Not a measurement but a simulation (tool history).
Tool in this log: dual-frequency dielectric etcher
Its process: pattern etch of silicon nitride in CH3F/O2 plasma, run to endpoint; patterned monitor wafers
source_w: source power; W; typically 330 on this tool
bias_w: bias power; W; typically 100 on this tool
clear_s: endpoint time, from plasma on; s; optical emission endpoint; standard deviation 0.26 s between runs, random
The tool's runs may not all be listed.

run,day,source_w,bias_w,"incoming incoming film thickness, nm",clear_s
1,0.000,310,119,56.9,57.3
2,1.775,330,100,56.5,59.3
3,4.621,330,90,57.1,61.2
4,6.742,330,90,56.8,61.3
5,10.450,330,90,56.7,61.5
6,14.317,330,108,57.4,60.2
7,17.312,330,108,56.8,59.6
# day 19.717: wet clean of the chamber
8,19.896,330,86,56.6,60.2
9,24.388,300,100,57.4,60.9
# day 27.033: upper electrode replaced
10,27.054,330,118,56.6,56.3
11,32.154,330,118,56.3,57.4
12,34.767,300,93,56.4,62.1
13,36.638,280,100,56.8,62.3
14,38.958,250,117,56.9,61.9
15,40.592,330,100,56.5,60.3
16,42.700,330,115,56.3,58.6
17,45.892,380,83,56.4,61.5
18,49.692,330,90,56.3,62.7
# day 50.221: source power generator calibrated
19,51.396,360,120,56.9,57.8
# day 55.821: wet clean of the chamber
20,55.842,380,89,56.3,56.7
21,59.538,370,107,56.6,55.6
22,61.650,270,80,56.7,64.0
23,63.175,330,100,56.3,57.8
24,67.488,330,88,57.2,60.5
25,71.088,330,125,56.9,56.1
26,73.688,360,82,57.4,61.7
27,77.904,330,100,56.5,59.7
# day 78.129: bias power generator calibrated
28,82.242,330,123,56.9,57.9
29,84.142,330,100,56.3,59.8
# day 89.117: wet clean of the chamber
30,95.300,290,116,56.7,58.4
31,97.421,330,100,55.8,57.7
32,101.321,330,121,56.9,56.8
33,104.017,350,77,56.4,62.3
34,108.458,380,107,57.1,57.8
35,112.650,310,83,57.1,64.4
36,115.325,370,115,56.6,57.6

Below are 3 alternative next runs, each starting from the tool's condition after run 36. Predict each:
A,115.346,330,113,57.1,?
B,115.346,260,92,57.1,?
C,115.346,330,84,57.1,?

run,clear_s
A,58.9
B,65.2
C,63.1
Take away the tool's hidden state, keep each run's random variation, and the runs would have read:
run,clear_s
A,56.2
B,62.1
C,60.2

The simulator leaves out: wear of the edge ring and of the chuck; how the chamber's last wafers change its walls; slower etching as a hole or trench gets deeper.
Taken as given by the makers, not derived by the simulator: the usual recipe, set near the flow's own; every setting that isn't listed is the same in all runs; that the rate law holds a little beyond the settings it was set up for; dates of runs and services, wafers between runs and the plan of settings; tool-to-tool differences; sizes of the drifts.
